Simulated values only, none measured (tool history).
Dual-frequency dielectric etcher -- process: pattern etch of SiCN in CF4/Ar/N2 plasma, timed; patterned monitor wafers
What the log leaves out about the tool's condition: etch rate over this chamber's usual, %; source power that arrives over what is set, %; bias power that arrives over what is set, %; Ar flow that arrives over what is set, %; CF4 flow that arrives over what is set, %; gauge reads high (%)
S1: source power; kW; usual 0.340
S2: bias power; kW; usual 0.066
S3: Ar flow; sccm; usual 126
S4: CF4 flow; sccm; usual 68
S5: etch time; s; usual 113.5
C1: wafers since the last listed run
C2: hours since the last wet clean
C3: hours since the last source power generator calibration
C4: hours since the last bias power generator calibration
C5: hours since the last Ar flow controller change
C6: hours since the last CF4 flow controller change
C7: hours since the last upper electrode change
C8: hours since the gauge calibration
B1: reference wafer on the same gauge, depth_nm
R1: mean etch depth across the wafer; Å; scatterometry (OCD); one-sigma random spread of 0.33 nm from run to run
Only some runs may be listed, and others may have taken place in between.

run   hour     S1     S2   S3  S4     S5   C1     C2      C3      C4      C5      C6      C7     C8    B1   R1
  1    0.0  0.340  0.066  126  68  113.5    0   69.6  3864.5  4149.8  1834.8  1100.4  2583.4  167.0  82.2  710
  2   62.4  0.340  0.066  126  68  113.5  699  132.0  3926.9  4212.2  1897.2  1162.8  2645.8  229.4  82.4  720
  3  130.8  0.340  0.066  126  68  113.5  766  200.4  3995.3  4280.6  1965.6  1231.2  2714.2  297.8  82.3  722
  4  161.4  0.340  0.066  126  68  113.5  343  231.0  4025.9  4311.2  1996.2  1261.8  2744.8  328.4  82.3  725
  5  192.7  0.340  0.066  126  68  113.5  350  262.3  4057.2  4342.5  2027.5  1293.1  2776.1  359.7  82.2  723
  6  237.7  0.340  0.066  126  68  113.5  504  307.3  4102.2  4387.5  2072.5  1338.1  2821.1  404.7  82.3  722
     279.2  -- upper electrode replaced
  7  294.0  0.400  0.066  126  68  123.5  362  363.6  4158.5  4443.8  2128.8  1394.4    14.8  461.0  82.3  913
     311.2  -- bias power generator calibrated
     358.4  -- wet clean of the chamber
  8  358.9  0.340  0.066  126  68  113.5  413    0.5  4223.4    47.7  2193.7  1459.3    79.7  525.9  82.4  750
     375.4  -- source power generator calibrated
  9  388.7  0.340  0.066  158  68  113.5  289   30.3    13.3    77.5  2223.5  1489.1   109.5  555.7  82.3  723
 10  448.2  0.380  0.066  114  60   89.5  667   89.8    72.8   137.0  2283.0  1548.6   169.0  615.2  82.3  646
     482.4  -- gauge calibrated
     485.2  -- wet clean of the chamber, repeated, since the last time left the tool worse
     506.4  -- CF4 flow controller replaced
 11  507.8  0.340  0.066  126  62  113.5  331   22.6   132.4   196.6  2342.6     1.4   228.6   25.4  82.3  696
     545.2  -- Ar flow controller replaced
 12  572.9  0.340  0.059  151  68  113.5  662   87.7   197.5   261.7    27.7    66.5   293.7   90.5  82.2  673
 13  598.1  0.340  0.066  114  74  113.5  282  112.9   222.7   286.9    52.9    91.7   318.9  115.7  82.3  735
 14  637.4  0.340  0.066  126  68  113.5  440  152.2   262.0   326.2    92.2   131.0   358.2  155.0  82.4  717
 15  704.8  0.340  0.066  126  68  113.5  755  219.6   329.4   393.6   159.6   198.4   425.6  222.4  82.3  720

Predict each of these 3 candidate next runs independently; none follows another, all start after run 15:
  A  705.2  0.340  0.059  126  68  113.5   4  220.0  329.8  394.0  160.0  198.8  426.0  222.8   ?   ?
  B  705.2  0.340  0.066  150  68  113.5   4  220.0  329.8  394.0  160.0  198.8  426.0  222.8   ?   ?
  C  705.2  0.300  0.066  126  54  113.5   4  220.0  329.8  394.0  160.0  198.8  426.0  222.8   ?   ?

run    B1   R1
  A  82.3  697
  B  82.3  699
  C  82.3  619
Stripped of hidden state, with their random variation kept, the same runs would have yielded:
run   R1
  A  687
  B  689
  C  610
